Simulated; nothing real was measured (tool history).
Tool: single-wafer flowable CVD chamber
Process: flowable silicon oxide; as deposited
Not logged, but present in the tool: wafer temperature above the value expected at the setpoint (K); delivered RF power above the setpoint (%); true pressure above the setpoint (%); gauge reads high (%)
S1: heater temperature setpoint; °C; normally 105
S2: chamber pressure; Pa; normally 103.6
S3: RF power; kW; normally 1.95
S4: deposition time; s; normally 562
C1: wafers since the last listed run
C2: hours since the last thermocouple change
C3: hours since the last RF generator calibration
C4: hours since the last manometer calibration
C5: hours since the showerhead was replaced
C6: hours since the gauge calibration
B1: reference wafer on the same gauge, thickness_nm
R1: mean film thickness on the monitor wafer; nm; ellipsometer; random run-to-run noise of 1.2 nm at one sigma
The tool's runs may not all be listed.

| run | hour | S1 | S2 | S3 | S4 | C1 | C2 | C3 | C4 | C5 | C6 | B1 | R1 |
|---|---|---|---|---|---|---|---|---|---|---|---|---|---|
| 1 | 0 | 114 | 103.6 | 1.95 | 562 | 0 | 1639 | 58 | 842.8 | 5298.8 | 2395.5 | 275.849 | 213.558 |
|  | 62.9 | gauge calibrated |
| 2 | 79.4 | 94 | 103.6 | 1.95 | 562 | 266 | 1718.4 | 137.4 | 922.2 | 5378.2 | 16.5 | 275.98 | 447.844 |
|  | 149.4 | capacitance manometer re-zeroed and calibrated |
| 3 | 159.9 | 94 | 103.6 | 1.95 | 562 | 242 | 1798.9 | 217.9 | 10.5 | 5458.7 | 97 | 276.017 | 460.316 |
| 4 | 246.9 | 94 | 103.6 | 1.95 | 562 | 291 | 1885.9 | 304.9 | 97.5 | 5545.7 | 184 | 276.233 | 462.164 |
|  | 270.4 | thermocouple changed; heater temperature recalibrated |
| 5 | 326.4 | 105 | 103.6 | 1.95 | 562 | 239 | 56 | 384.4 | 177 | 5625.2 | 263.5 | 276 | 299.468 |
| 6 | 370.1 | 105 | 91.2 | 2.05 | 562 | 146 | 99.7 | 428.1 | 220.7 | 5668.9 | 307.2 | 275.842 | 267.091 |
| 7 | 417.9 | 95 | 129.3 | 2.25 | 596 | 160 | 147.5 | 475.9 | 268.5 | 5716.7 | 355 | 275.763 | 593.392 |
| 8 | 460.1 | 101 | 123.6 | 1.95 | 562 | 141 | 189.7 | 518.1 | 310.7 | 5758.9 | 397.2 | 275.933 | 416.045 |
| 9 | 553 | 105 | 103.6 | 2.26 | 526 | 311 | 282.6 | 611 | 403.6 | 5851.8 | 490.1 | 275.939 | 288.446 |
| 10 | 602.9 | 95 | 103.6 | 1.575 | 456 | 167 | 332.5 | 660.9 | 453.5 | 5901.7 | 540 | 276.038 | 332.822 |
| 11 | 816.6 | 105 | 103.6 | 1.95 | 459 | 716 | 546.2 | 874.6 | 667.2 | 6115.4 | 753.7 | 276.137 | 241.263 |
| 12 | 889.8 | 105 | 103.6 | 1.95 | 562 | 245 | 619.4 | 947.8 | 740.4 | 6188.6 | 826.9 | 276.228 | 294.887 |
| 13 | 971.3 | 105 | 103.6 | 1.95 | 562 | 273 | 700.9 | 1029.3 | 821.9 | 6270.1 | 908.4 | 276.048 | 291.331 |
| 14 | 1021.8 | 105 | 103.6 | 1.95 | 562 | 169 | 751.4 | 1079.8 | 872.4 | 6320.6 | 958.9 | 275.933 | 290.889 |
|  | 1054.9 | capacitance manometer re-zeroed and calibrated |
| 15 | 1102.4 | 105 | 123.3 | 1.58 | 562 | 243 | 832 | 1160.4 | 47.5 | 6401.2 | 1039.5 | 275.916 | 343.827 |
| 16 | 1169.1 | 105 | 103.6 | 1.8 | 562 | 223 | 898.7 | 1227.1 | 114.2 | 6467.9 | 1106.2 | 275.599 | 301.79 |
| 17 | 1263.1 | 105 | 94.4 | 2.325 | 532 | 315 | 992.7 | 1321.1 | 208.2 | 6561.9 | 1200.2 | 275.91 | 271.85 |
|  | 1281.6 | showerhead replaced |
| 18 | 1368.9 | 90 | 91.2 | 1.95 | 562 | 327 | 1098.5 | 1426.9 | 314 | 87.3 | 1306 | 275.819 | 470.351 |
| 19 | 1438.3 | 112 | 110.7 | 2.215 | 562 | 232 | 1167.9 | 1496.3 | 383.4 | 156.7 | 1375.4 | 275.615 | 256.098 |
| 20 | 1489.8 | 105 | 110.5 | 1.95 | 562 | 172 | 1219.4 | 1547.8 | 434.9 | 208.2 | 1426.9 | 276.093 | 323.098 |
| 21 | 1531.5 | 94 | 103.6 | 1.77 | 669 | 139 | 1261.1 | 1589.5 | 476.6 | 249.9 | 1468.6 | 276.233 | 533.212 |
| 22 | 1575 | 112 | 110.7 | 2.215 | 562 | 145 | 1304.6 | 1633 | 520.1 | 293.4 | 1512.1 | 276.108 | 255.715 |
| 23 | 1672.7 | 105 | 103.6 | 1.95 | 562 | 327 | 1402.3 | 1730.7 | 617.8 | 391.1 | 1609.8 | 276.543 | 301.024 |
|  | 1685.3 | RF generator calibrated |
| 24 | 1773 | 105 | 123.3 | 1.58 | 562 | 309 | 1502.6 | 87.7 | 718.1 | 491.4 | 1710.1 | 275.973 | 334.212 |
| 25 | 1820.5 | 118 | 124.4 | 2.075 | 508 | 159 | 1550.1 | 135.2 | 765.6 | 538.9 | 1757.6 | 275.559 | 205.626 |
| 26 | 1949.8 | 105 | 103.6 | 2.07 | 659 | 433 | 1679.4 | 264.5 | 894.9 | 668.2 | 1886.9 | 276.325 | 348.541 |
|  | 1971.4 | capacitance manometer re-zeroed and calibrated |
| 27 | 2000.8 | 95 | 94.3 | 1.69 | 638 | 144 | 1730.4 | 315.5 | 29.4 | 719.2 | 1937.9 | 276.113 | 453.817 |
| 28 | 2048.6 | 105 | 83.7 | 1.825 | 562 | 160 | 1778.2 | 363.3 | 77.2 | 767 | 1985.7 | 275.978 | 245.289 |

Alternative continuations, all from the tool just after run 28; predict every row:
| A | 2049.2 | 105 | 103.6 | 1.95 | 562 | 2 | 1778.8 | 363.9 | 77.8 | 767.6 | 1986.3 | ? | ? |
| B | 2049.2 | 112 | 103.6 | 1.95 | 562 | 2 | 1778.8 | 363.9 | 77.8 | 767.6 | 1986.3 | ? | ? |
| C | 2049.2 | 110 | 90.9 | 1.57 | 618 | 2 | 1778.8 | 363.9 | 77.8 | 767.6 | 1986.3 | ? | ? |
| D | 2049.2 | 105 | 125.5 | 1.95 | 562 | 2 | 1778.8 | 363.9 | 77.8 | 767.6 | 1986.3 | ? | ? |

| run | B1 | R1 |
|---|---|---|
| A | 275.915 | 310.897 |
| B | 275.915 | 239.854 |
| C | 275.915 | 235.212 |
| D | 275.915 | 375.659 |
Had the tool no hidden state, the same runs would have come out as:
| run | R1 |
|---|---|
| A | 301.65 |
| B | 233.064 |
| C | 228.437 |
| D | 364.692 |

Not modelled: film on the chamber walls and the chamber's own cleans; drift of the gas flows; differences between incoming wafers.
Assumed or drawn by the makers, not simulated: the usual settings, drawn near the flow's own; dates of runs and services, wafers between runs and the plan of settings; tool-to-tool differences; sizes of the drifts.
